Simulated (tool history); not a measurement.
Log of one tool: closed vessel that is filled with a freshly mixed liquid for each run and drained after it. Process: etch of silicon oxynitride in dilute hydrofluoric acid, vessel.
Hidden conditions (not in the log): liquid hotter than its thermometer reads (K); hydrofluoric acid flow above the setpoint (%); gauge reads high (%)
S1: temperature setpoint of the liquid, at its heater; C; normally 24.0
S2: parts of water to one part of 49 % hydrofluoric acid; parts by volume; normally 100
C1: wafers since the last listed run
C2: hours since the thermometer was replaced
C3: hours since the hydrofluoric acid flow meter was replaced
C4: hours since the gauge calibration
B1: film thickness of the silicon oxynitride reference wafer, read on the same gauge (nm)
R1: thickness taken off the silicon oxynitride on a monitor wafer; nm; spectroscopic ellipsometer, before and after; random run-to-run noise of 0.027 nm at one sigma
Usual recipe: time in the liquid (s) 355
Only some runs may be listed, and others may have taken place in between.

run 1 hour=0.0 | S1=24.0 S2=100 time_in_the_liquid_(s)=355 | C1=0 C2=791.4 C3=823.9 C4=305.0 | B1=79.98 | R1=7.68
run 2 hour=17.3 | S1=24.0 S2=100 time_in_the_liquid_(s)=245 | C1=954 C2=808.7 C3=841.2 C4=322.3 | B1=80.01 | R1=5.26
run 3 hour=32.1 | S1=24.0 S2=100 time_in_the_liquid_(s)=355 | C1=816 C2=823.5 C3=856.0 C4=337.1 | B1=80.06 | R1=7.67
run 4 hour=43.5 | S1=24.0 S2=100 time_in_the_liquid_(s)=355 | C1=629 C2=834.9 C3=867.4 C4=348.5 | B1=80.03 | R1=7.64
run 5 hour=60.1 | S1=24.0 S2=100 time_in_the_liquid_(s)=355 | C1=915 C2=851.5 C3=884.0 C4=365.1 | B1=80.00 | R1=7.67
run 6 hour=77.9 | S1=24.0 S2=100 time_in_the_liquid_(s)=355 | C1=982 C2=869.3 C3=901.8 C4=382.9 | B1=80.00 | R1=7.64
run 7 hour=110.7 | S1=24.0 S2=100 time_in_the_liquid_(s)=225 | C1=1809 C2=902.1 C3=934.6 C4=415.7 | B1=79.96 | R1=4.86
run 8 hour=121.8 | S1=24.0 S2=100 time_in_the_liquid_(s)=225 | C1=612 C2=913.2 C3=945.7 C4=426.8 | B1=80.03 | R1=4.84
run 9 hour=138.7 | S1=24.0 S2=100 time_in_the_liquid_(s)=225 | C1=932 C2=930.1 C3=962.6 C4=443.7 | B1=79.97 | R1=4.87
run 10 hour=145.4 | S1=24.0 S2=100 time_in_the_liquid_(s)=355 | C1=369 C2=936.8 C3=969.3 C4=450.4 | B1=80.05 | R1=7.67
run 11 hour=157.8 | S1=24.0 S2=100 time_in_the_liquid_(s)=355 | C1=684 C2=949.2 C3=981.7 C4=462.8 | B1=79.95 | R1=7.72
-- hour=167.8 thermometer replaced
run 12 hour=173.5 | S1=24.0 S2=100 time_in_the_liquid_(s)=355 | C1=811 C2=5.7 C3=997.4 C4=478.5 | B1=80.02 | R1=7.63
-- hour=187.2 hydrofluoric acid flow meter replaced
run 13 hour=191.4 | S1=24.0 S2=130 time_in_the_liquid_(s)=355 | C1=932 C2=23.6 C3=4.2 C4=496.4 | B1=79.99 | R1=5.75
run 14 hour=209.1 | S1=24.0 S2=75 time_in_the_liquid_(s)=355 | C1=976 C2=41.3 C3=21.9 C4=514.1 | B1=80.01 | R1=10.45
run 15 hour=225.8 | S1=24.0 S2=75 time_in_the_liquid_(s)=355 | C1=921 C2=58.0 C3=38.6 C4=530.8 | B1=79.97 | R1=10.42
-- hour=232.1 gauge calibrated
run 16 hour=244.8 | S1=21.5 S2=70 time_in_the_liquid_(s)=295 | C1=1048 C2=77.0 C3=57.6 C4=12.7 | B1=80.00 | R1=8.24
run 17 hour=251.4 | S1=19.0 S2=145 time_in_the_liquid_(s)=355 | C1=364 C2=83.6 C3=64.2 C4=19.3 | B1=80.05 | R1=4.03
run 18 hour=266.6 | S1=27.5 S2=135 time_in_the_liquid_(s)=205 | C1=838 C2=98.8 C3=79.4 C4=34.5 | B1=80.02 | R1=3.72
run 19 hour=273.0 | S1=22.5 S2=75 time_in_the_liquid_(s)=280 | C1=353 C2=105.2 C3=85.8 C4=40.9 | B1=79.96 | R1=7.66
run 20 hour=281.4 | S1=24.0 S2=100 time_in_the_liquid_(s)=510 | C1=463 C2=113.6 C3=94.2 C4=49.3 | B1=80.01 | R1=11.00
run 21 hour=289.3 | S1=24.0 S2=100 time_in_the_liquid_(s)=445 | C1=435 C2=121.5 C3=102.1 C4=57.2 | B1=80.01 | R1=9.61
run 22 hour=307.1 | S1=24.0 S2=100 time_in_the_liquid_(s)=355 | C1=982 C2=139.3 C3=119.9 C4=75.0 | B1=80.03 | R1=7.69
run 23 hour=316.3 | S1=24.0 S2=100 time_in_the_liquid_(s)=355 | C1=507 C2=148.5 C3=129.1 C4=84.2 | B1=79.99 | R1=7.65
run 24 hour=332.7 | S1=24.0 S2=100 time_in_the_liquid_(s)=355 | C1=904 C2=164.9 C3=145.5 C4=100.6 | B1=80.05 | R1=7.67
run 25 hour=350.6 | S1=28.0 S2=100 time_in_the_liquid_(s)=235 | C1=987 C2=182.8 C3=163.4 C4=118.5 | B1=80.04 | R1=6.05
run 26 hour=357.4 | S1=28.0 S2=125 time_in_the_liquid_(s)=355 | C1=375 C2=189.6 C3=170.2 C4=125.3 | B1=79.99 | R1=7.25
run 27 hour=368.0 | S1=24.0 S2=70 time_in_the_liquid_(s)=525 | C1=584 C2=200.2 C3=180.8 C4=135.9 | B1=79.98 | R1=16.63
run 28 hour=384.9 | S1=24.0 S2=85 time_in_the_liquid_(s)=355 | C1=932 C2=217.1 C3=197.7 C4=152.8 | B1=80.00 | R1=9.14
run 29 hour=391.1 | S1=27.0 S2=65 time_in_the_liquid_(s)=425 | C1=342 C2=223.3 C3=203.9 C4=159.0 | B1=79.96 | R1=16.82
run 30 hour=398.1 | S1=24.0 S2=80 time_in_the_liquid_(s)=355 | C1=386 C2=230.3 C3=210.9 C4=166.0 | B1=80.00 | R1=9.69
run 31 hour=409.3 | S1=28.0 S2=100 time_in_the_liquid_(s)=435 | C1=617 C2=241.5 C3=222.1 C4=177.2 | B1=80.01 | R1=11.29
run 32 hour=417.6 | S1=24.0 S2=50 time_in_the_liquid_(s)=300 | C1=457 C2=249.8 C3=230.4 C4=185.5 | B1=80.03 | R1=13.44
run 33 hour=432.5 | S1=24.0 S2=70 time_in_the_liquid_(s)=355 | C1=822 C2=264.7 C3=245.3 C4=200.4 | B1=79.98 | R1=11.28
run 34 hour=445.6 | S1=28.5 S2=100 time_in_the_liquid_(s)=355 | C1=722 C2=277.8 C3=258.4 C4=213.5 | B1=80.01 | R1=9.42

Entry by entry between the runs, the difference in hidden state between the last listed run before and the first listed run after:
In the gap between runs 11 and 12: thermometer replaced (hour 167.8)
  both runs share identical hidden conditions
In the gap between runs 12 and 13: hydrofluoric acid flow meter replaced (hour 187.2)
  both runs share identical hidden conditions
In the gap between runs 15 and 16: gauge calibrated (hour 232.1)
  both runs share identical hidden conditions

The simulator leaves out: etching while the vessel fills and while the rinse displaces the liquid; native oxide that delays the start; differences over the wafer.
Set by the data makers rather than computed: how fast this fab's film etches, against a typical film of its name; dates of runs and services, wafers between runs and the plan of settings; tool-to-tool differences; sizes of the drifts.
